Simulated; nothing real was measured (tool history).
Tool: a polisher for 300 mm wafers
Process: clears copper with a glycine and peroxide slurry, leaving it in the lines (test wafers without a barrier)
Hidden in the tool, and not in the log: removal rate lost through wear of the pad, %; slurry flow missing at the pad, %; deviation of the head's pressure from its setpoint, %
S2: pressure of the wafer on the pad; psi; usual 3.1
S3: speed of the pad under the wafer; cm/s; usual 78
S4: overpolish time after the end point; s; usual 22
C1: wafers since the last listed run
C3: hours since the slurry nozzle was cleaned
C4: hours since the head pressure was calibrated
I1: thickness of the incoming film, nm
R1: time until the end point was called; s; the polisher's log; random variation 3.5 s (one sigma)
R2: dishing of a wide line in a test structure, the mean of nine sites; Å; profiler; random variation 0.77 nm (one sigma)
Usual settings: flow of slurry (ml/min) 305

{"run": 1, "hour": 0.0, "flow of slurry (ml/min)": 305, "S2": 3.1, "S3": 78, "S4": 22, "C1": 0, "wafers polished on this pad": 128, "C3": 320.4, "C4": 961.7, "I1": 810.4, "R1": 187.7, "R2": 485}
{"run": 2, "hour": 70.8, "flow of slurry (ml/min)": 305, "S2": 3.1, "S3": 78, "S4": 22, "C1": 285, "wafers polished on this pad": 413, "C3": 391.2, "C4": 1032.5, "I1": 801.3, "R1": 192.1, "R2": 492}
{"run": 3, "hour": 137.8, "flow of slurry (ml/min)": 305, "S2": 3.1, "S3": 78, "S4": 22, "C1": 269, "wafers polished on this pad": 683, "C3": 458.2, "C4": 1099.5, "I1": 811.5, "R1": 203.2, "R2": 466}
{"hour": 153.3, "done": "slurry nozzle cleaned"}
{"run": 4, "hour": 192.9, "flow of slurry (ml/min)": 305, "S2": 3.1, "S3": 78, "S4": 22, "C1": 217, "wafers polished on this pad": 900, "C3": 39.6, "C4": 1154.6, "I1": 814.4, "R1": 207.4, "R2": 466}
{"run": 5, "hour": 240.0, "flow of slurry (ml/min)": 305, "S2": 3.1, "S3": 78, "S4": 22, "C1": 189, "wafers polished on this pad": 1090, "C3": 86.7, "C4": 1201.7, "I1": 797, "R1": 207.6, "R2": 458}
{"hour": 279.0, "done": "worn pad replaced by a new one"}
{"run": 6, "hour": 280.4, "flow of slurry (ml/min)": 305, "S2": 3.1, "S3": 78, "S4": 22, "C1": 146, "wafers polished on this pad": 5, "C3": 127.1, "C4": 1242.1, "I1": 810.2, "R1": 188.8, "R2": 515}
{"hour": 300.3, "done": "head pressure recalibrated"}
{"run": 7, "hour": 308.7, "flow of slurry (ml/min)": 305, "S2": 3.1, "S3": 78, "S4": 22, "C1": 105, "wafers polished on this pad": 111, "C3": 155.4, "C4": 8.4, "I1": 801.2, "R1": 189.9, "R2": 475}
{"run": 8, "hour": 339.2, "flow of slurry (ml/min)": 305, "S2": 3.1, "S3": 78, "S4": 22, "C1": 122, "wafers polished on this pad": 234, "C3": 185.9, "C4": 38.9, "I1": 819.4, "R1": 199.3, "R2": 474}
{"run": 9, "hour": 368.5, "flow of slurry (ml/min)": 305, "S2": 3.1, "S3": 78, "S4": 22, "C1": 117, "wafers polished on this pad": 352, "C3": 215.2, "C4": 68.2, "I1": 796.4, "R1": 202.2, "R2": 472}
{"run": 10, "hour": 430.9, "flow of slurry (ml/min)": 250, "S2": 2.2, "S3": 78, "S4": 22, "C1": 251, "wafers polished on this pad": 603, "C3": 277.6, "C4": 130.6, "I1": 803.6, "R1": 272, "R2": 385}
{"run": 11, "hour": 498.2, "flow of slurry (ml/min)": 220, "S2": 2.3, "S3": 78, "S4": 26, "C1": 270, "wafers polished on this pad": 874, "C3": 344.9, "C4": 197.9, "I1": 808.6, "R1": 266.1, "R2": 437}
{"run": 12, "hour": 525.8, "flow of slurry (ml/min)": 305, "S2": 3.1, "S3": 100, "S4": 22, "C1": 111, "wafers polished on this pad": 985, "C3": 372.5, "C4": 225.5, "I1": 811.7, "R1": 167.1, "R2": 508}
{"hour": 536.0, "done": "slurry nozzle cleaned"}
{"run": 13, "hour": 593.6, "flow of slurry (ml/min)": 305, "S2": 3.1, "S3": 78, "S4": 22, "C1": 268, "wafers polished on this pad": 1254, "C3": 57.6, "C4": 293.3, "I1": 813.9, "R1": 213.2, "R2": 462}
{"hour": 598.5, "done": "worn pad replaced by a new one"}
{"run": 14, "hour": 619.3, "flow of slurry (ml/min)": 305, "S2": 3.1, "S3": 78, "S4": 27, "C1": 87, "wafers polished on this pad": 83, "C3": 83.3, "C4": 319, "I1": 814, "R1": 192.5, "R2": 563}
{"run": 15, "hour": 686.4, "flow of slurry (ml/min)": 305, "S2": 3.1, "S3": 70, "S4": 13, "C1": 270, "wafers polished on this pad": 353, "C3": 150.4, "C4": 386.1, "I1": 805.1, "R1": 211.6, "R2": 312}
{"run": 16, "hour": 750.5, "flow of slurry (ml/min)": 305, "S2": 3.1, "S3": 78, "S4": 22, "C1": 258, "wafers polished on this pad": 611, "C3": 214.5, "C4": 450.2, "I1": 804.4, "R1": 195.1, "R2": 473}
{"run": 17, "hour": 802.8, "flow of slurry (ml/min)": 305, "S2": 2.2, "S3": 78, "S4": 22, "C1": 210, "wafers polished on this pad": 822, "C3": 266.8, "C4": 502.5, "I1": 800.5, "R1": 262.4, "R2": 394}
{"run": 18, "hour": 882.2, "flow of slurry (ml/min)": 305, "S2": 3.1, "S3": 50, "S4": 22, "C1": 319, "wafers polished on this pad": 1142, "C3": 346.2, "C4": 581.9, "I1": 802.1, "R1": 293.7, "R2": 378}

What the log doesn't show, run by run:
slurry flow missing at the pad, %: 0 in every run
deviation of the head's pressure from its setpoint, %: 0 in every run
H1: removal rate lost through wear of the pad, %
run=1 H1=4.49
run=2 H1=9.16
run=3 H1=11.4
run=4 H1=12.3
run=5 H1=12.8
run=6 H1=3.32
run=7 H1=6.4
run=8 H1=8.88
run=9 H1=10.6
run=10 H1=13
run=11 H1=14.4
run=12 H1=14.7
run=13 H1=15.2
run=14 H1=3.37
run=15 H1=8.4
run=16 H1=10.9
run=17 H1=12
run=18 H1=12.9
